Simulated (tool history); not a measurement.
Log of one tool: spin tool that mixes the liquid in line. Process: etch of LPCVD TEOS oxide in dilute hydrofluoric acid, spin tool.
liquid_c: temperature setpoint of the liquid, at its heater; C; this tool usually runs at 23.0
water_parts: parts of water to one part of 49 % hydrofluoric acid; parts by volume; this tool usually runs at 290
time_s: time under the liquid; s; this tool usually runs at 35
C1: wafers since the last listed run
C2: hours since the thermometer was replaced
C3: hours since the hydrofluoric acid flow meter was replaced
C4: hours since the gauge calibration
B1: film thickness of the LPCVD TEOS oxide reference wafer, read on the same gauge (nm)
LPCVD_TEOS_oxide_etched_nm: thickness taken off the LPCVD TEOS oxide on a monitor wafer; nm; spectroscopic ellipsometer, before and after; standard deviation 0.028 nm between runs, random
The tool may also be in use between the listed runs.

Run 1, hour 0.0: usual settings; C1 0; C2 1426.5; C3 593.6; C4 403.3; B1 69.97. Result: LPCVD_TEOS_oxide_etched_nm 5.32 nm.
At hour 32.0: hydrofluoric acid flow meter replaced.
Run 2, hour 36.5: usual settings; C1 618; C2 1463.0; C3 4.5; C4 439.8; B1 70.00. Result: LPCVD_TEOS_oxide_etched_nm 5.27 nm.
Run 3, hour 107.7: usual settings; C1 1240; C2 1534.2; C3 75.7; C4 511.0; B1 70.02. Result: LPCVD_TEOS_oxide_etched_nm 5.34 nm.
Run 4, hour 193.0: usual settings; C1 1486; C2 1619.5; C3 161.0; C4 596.3; B1 69.97. Result: LPCVD_TEOS_oxide_etched_nm 5.26 nm.
Run 5, hour 234.9: usual settings but liquid_c 20.0 C; C1 730; C2 1661.4; C3 202.9; C4 638.2; B1 70.00. Result: LPCVD_TEOS_oxide_etched_nm 4.76 nm.
Run 6, hour 273.1: usual settings but liquid_c 20.0 C; C1 665; C2 1699.6; C3 241.1; C4 676.4; B1 70.04. Result: LPCVD_TEOS_oxide_etched_nm 4.72 nm.
Run 7, hour 318.5: usual settings but liquid_c 20.0 C; C1 791; C2 1745.0; C3 286.5; C4 721.8; B1 70.02. Result: LPCVD_TEOS_oxide_etched_nm 4.70 nm.
Run 8, hour 418.0: usual settings; C1 1733; C2 1844.5; C3 386.0; C4 821.3; B1 70.01. Result: LPCVD_TEOS_oxide_etched_nm 5.27 nm.
Run 9, hour 478.3: usual settings; C1 1050; C2 1904.8; C3 446.3; C4 881.6; B1 70.01. Result: LPCVD_TEOS_oxide_etched_nm 5.25 nm.
Run 10, hour 552.8: usual settings; C1 1298; C2 1979.3; C3 520.8; C4 956.1; B1 69.98. Result: LPCVD_TEOS_oxide_etched_nm 5.26 nm.
Run 11, hour 612.0: usual settings; C1 1031; C2 2038.5; C3 580.0; C4 1015.3; B1 70.02. Result: LPCVD_TEOS_oxide_etched_nm 5.26 nm.
At hour 654.5: hydrofluoric acid flow meter replaced.
At hour 679.2: gauge calibrated.
Run 12, hour 715.6: usual settings; C1 1787; C2 2142.1; C3 61.1; C4 36.4; B1 70.03. Result: LPCVD_TEOS_oxide_etched_nm 5.29 nm.
Run 13, hour 778.2: usual settings; C1 1090; C2 2204.7; C3 123.7; C4 99.0; B1 69.99. Result: LPCVD_TEOS_oxide_etched_nm 5.24 nm.
Run 14, hour 831.9: usual settings but liquid_c 20.0 C; C1 935; C2 2258.4; C3 177.4; C4 152.7; B1 70.02. Result: LPCVD_TEOS_oxide_etched_nm 4.71 nm.
Run 15, hour 913.3: usual settings but water_parts 225 parts by volume, time_s 40 s; C1 1418; C2 2339.8; C3 258.8; C4 234.1; B1 69.99. Result: LPCVD_TEOS_oxide_etched_nm 8.21 nm.
Run 16, hour 993.9: usual settings but liquid_c 27.5 C, water_parts 345 parts by volume; C1 1404; C2 2420.4; C3 339.4; C4 314.7; B1 70.03. Result: LPCVD_TEOS_oxide_etched_nm 4.83 nm.
Run 17, hour 1053.3: usual settings but liquid_c 25.0 C, water_parts 220 parts by volume; C1 1034; C2 2479.8; C3 398.8; C4 374.1; B1 69.99. Result: LPCVD_TEOS_oxide_etched_nm 7.81 nm.
Run 18, hour 1132.1: usual settings but liquid_c 26.5 C, water_parts 420 parts by volume, time_s 55 s; C1 1372; C2 2558.6; C3 477.6; C4 452.9; B1 70.01. Result: LPCVD_TEOS_oxide_etched_nm 5.65 nm.

Run 19 comes next. What will it give?
At hour 1201.0: thermometer replaced.
Run 19, hour 1216.3: usual settings; C1 1449; C2 15.3; C3 561.8; C4 537.1; B1 ?. Result: LPCVD_TEOS_oxide_etched_nm ?.

B1: 69.98
LPCVD_TEOS_oxide_etched_nm: 5.49 nm
With the hidden condition absent and the run-to-run variation left alone, this run would have shown LPCVD_TEOS_oxide_etched_nm 5.50 nm.
